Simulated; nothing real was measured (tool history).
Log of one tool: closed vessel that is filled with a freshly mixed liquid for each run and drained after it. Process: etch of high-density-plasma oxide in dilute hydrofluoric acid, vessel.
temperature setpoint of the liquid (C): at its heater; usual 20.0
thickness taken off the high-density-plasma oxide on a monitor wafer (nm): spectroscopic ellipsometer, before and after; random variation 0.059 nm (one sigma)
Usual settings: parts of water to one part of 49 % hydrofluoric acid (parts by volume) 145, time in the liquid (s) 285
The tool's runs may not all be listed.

run   hour  temperature setpoint of the liquid (C)  parts of water to one part of 49 % hydrofluoric acid (parts by volume)  time in the liquid (s)  read-back film thickness of the high-density-plasma oxide reference wafer, read on the same gauge (nm)  thickness taken off the high-density-plasma oxide on a monitor wafer (nm)
  1    0.0                                    20.0                                                                     115                     285                                                                                                   99.98                                                                       8.88
      23.4  -- thermometer replaced
  2   25.2                                    20.0                                                                     145                     285                                                                                                  100.02                                                                       7.56
  3   42.5                                    20.0                                                                     145                     285                                                                                                  100.00                                                                       7.60
  4   75.9                                    20.0                                                                     145                     285                                                                                                  100.02                                                                       7.55
  5  102.5                                    20.0                                                                     145                     285                                                                                                  100.00                                                                       7.53
  6  117.3                                    18.5                                                                     145                     285                                                                                                   99.99                                                                       7.11
  7  182.9                                    20.0                                                                     145                     245                                                                                                  100.03                                                                       6.44
  8  195.7                                    20.0                                                                     145                     245                                                                                                  100.01                                                                       6.41
  9  213.3                                    24.0                                                                     200                     240                                                                                                  100.02                                                                       4.98
     216.8  -- gauge calibrated
 10  226.3                                    20.0                                                                     145                     285                                                                                                  100.01                                                                       7.54
 11  251.2                                    20.0                                                                     145                     285                                                                                                  100.01                                                                       7.38
 12  284.7                                    20.0                                                                      90                     285                                                                                                   99.99                                                                      12.60
 13  305.9                                    20.0                                                                      90                     195                                                                                                  100.01                                                                       8.67
 14  325.0                                    20.0                                                                     145                     285                                                                                                   99.99                                                                       7.30
 15  338.4                                    20.0                                                                     145                     285                                                                                                   99.99                                                                       7.31
 16  358.7                                    22.0                                                                     145                     210                                                                                                   99.99                                                                       5.73
 17  378.7                                    20.0                                                                      85                     285                                                                                                   99.97                                                                      13.10
 18  395.4                                    20.0                                                                     145                     285                                                                                                  100.01                                                                       7.27
 19  421.7                                    22.5                                                                     145                     440                                                                                                   99.98                                                                      12.37
 20  454.7                                    17.0                                                                     125                     195                                                                                                   99.99                                                                       5.13
 21  470.2                                    18.0                                                                      95                     115                                                                                                  100.01                                                                       4.30
 22  501.3                                    18.5                                                                     195                     360                                                                                                  100.01                                                                       5.97
 23  529.4                                    20.0                                                                     180                     380                                                                                                   99.99                                                                       7.37
 24  543.4                                    18.0                                                                     190                     335                                                                                                  100.02                                                                       5.56
 25  576.3                                    20.0                                                                     145                     285                                                                                                  100.00                                                                       7.04
 26  588.8                                    20.0                                                                     125                     285                                                                                                   99.99                                                                       8.32
 27  617.5                                    17.0                                                                     145                     430                                                                                                  100.01                                                                       9.28
 28  648.3                                    17.0                                                                      80                     285                                                                                                  100.03                                                                      12.04
 29  671.9                                    20.0                                                                     145                     285                                                                                                  100.03                                                                       6.99
 30  701.0                                    17.0                                                                     145                     430                                                                                                  100.02                                                                       9.30
 31  720.6                                    23.5                                                                     210                     335                                                                                                  100.01                                                                       5.97

5 ways to go on from here, each from the tool as it stands after run 31. What would each give?
  A  721.3                                    20.0                                                                     145                     285                                                                                                       ?                                                                          ?
  B  721.3                                    20.0                                                                     175                     415                                                                                                       ?                                                                          ?
  C  721.3                                    18.5                                                                     110                     225                                                                                                       ?                                                                          ?
  D  721.3                                    22.0                                                                     115                     345                                                                                                       ?                                                                          ?
  E  721.3                                    20.0                                                                      80                     220                                                                                                       ?                                                                          ?

run  read-back film thickness of the high-density-plasma oxide reference wafer, read on the same gauge (nm)  thickness taken off the high-density-plasma oxide on a monitor wafer (nm)
  A                                                                                                  100.01                                                                       6.83
  B                                                                                                  100.01                                                                       7.98
  C                                                                                                  100.01                                                                       6.93
  D                                                                                                  100.01                                                                      11.67
  E                                                                                                  100.01                                                                      10.27
Without the tool's hidden state the same runs would have given:
run  thickness taken off the high-density-plasma oxide on a monitor wafer (nm)
  A                                                                       7.51
  B                                                                       8.78
  C                                                                       7.63
  D                                                                      12.82
  E                                                                      11.28

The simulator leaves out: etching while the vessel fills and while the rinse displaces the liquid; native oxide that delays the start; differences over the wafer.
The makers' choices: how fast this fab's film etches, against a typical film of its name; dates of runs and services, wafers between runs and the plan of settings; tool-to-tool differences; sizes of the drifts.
